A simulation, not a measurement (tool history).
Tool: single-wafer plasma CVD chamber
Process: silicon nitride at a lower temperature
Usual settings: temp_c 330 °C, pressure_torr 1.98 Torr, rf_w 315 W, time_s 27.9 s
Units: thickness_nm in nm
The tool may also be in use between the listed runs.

run	day	temp_c	pressure_torr	rf_w	time_s	read-back reference wafer on the same gauge, thickness_nm	thickness_nm
1	0.000	330	1.98	315	27.9	45.970	37.188
2	0.517	330	1.98	315	27.9	45.975	37.264
# day 1.100: gauge calibrated
3	2.925	330	1.98	315	27.9	46.001	37.171
4	4.179	330	1.98	315	27.9	45.987	37.119
5	5.171	330	1.98	315	27.9	46.007	36.995
# day 5.746: thermocouple changed; heater temperature recalibrated
6	5.812	330	1.98	315	27.9	45.992	36.898
# day 6.321: capacitance manometer re-zeroed and calibrated
# day 6.767: RF generator calibrated
# day 6.958: showerhead replaced
7	7.092	330	1.98	315	27.9	45.998	39.199
8	7.638	330	1.98	315	27.9	45.983	39.324
9	8.142	345	1.98	370	27.9	45.985	44.102
10	8.742	330	2.16	315	27.9	45.977	39.941
# day 8.762: gauge calibrated
11	9.450	330	1.81	265	27.9	45.979	33.092
12	10.129	319	1.57	315	27.9	45.983	37.354
13	10.738	321	1.78	315	24.0	46.020	33.009
14	11.738	330	1.98	315	27.9	46.013	39.268
15	13.229	330	1.98	315	33.3	45.991	46.899

3 ways to go on from here, each from the tool as it stands after run 15. What would each give?
A	13.246	330	1.98	315	27.9	?	?
B	13.246	335	1.64	255	27.9	?	?
C	13.246	322	1.98	280	27.9	?	?

run	read-back reference wafer on the same gauge, thickness_nm	thickness_nm
A	46.024	39.217
B	46.024	31.108
C	46.024	35.596
Without the tool's hidden state the same runs would have given:
run	thickness_nm
A	39.374
B	31.241
C	35.748

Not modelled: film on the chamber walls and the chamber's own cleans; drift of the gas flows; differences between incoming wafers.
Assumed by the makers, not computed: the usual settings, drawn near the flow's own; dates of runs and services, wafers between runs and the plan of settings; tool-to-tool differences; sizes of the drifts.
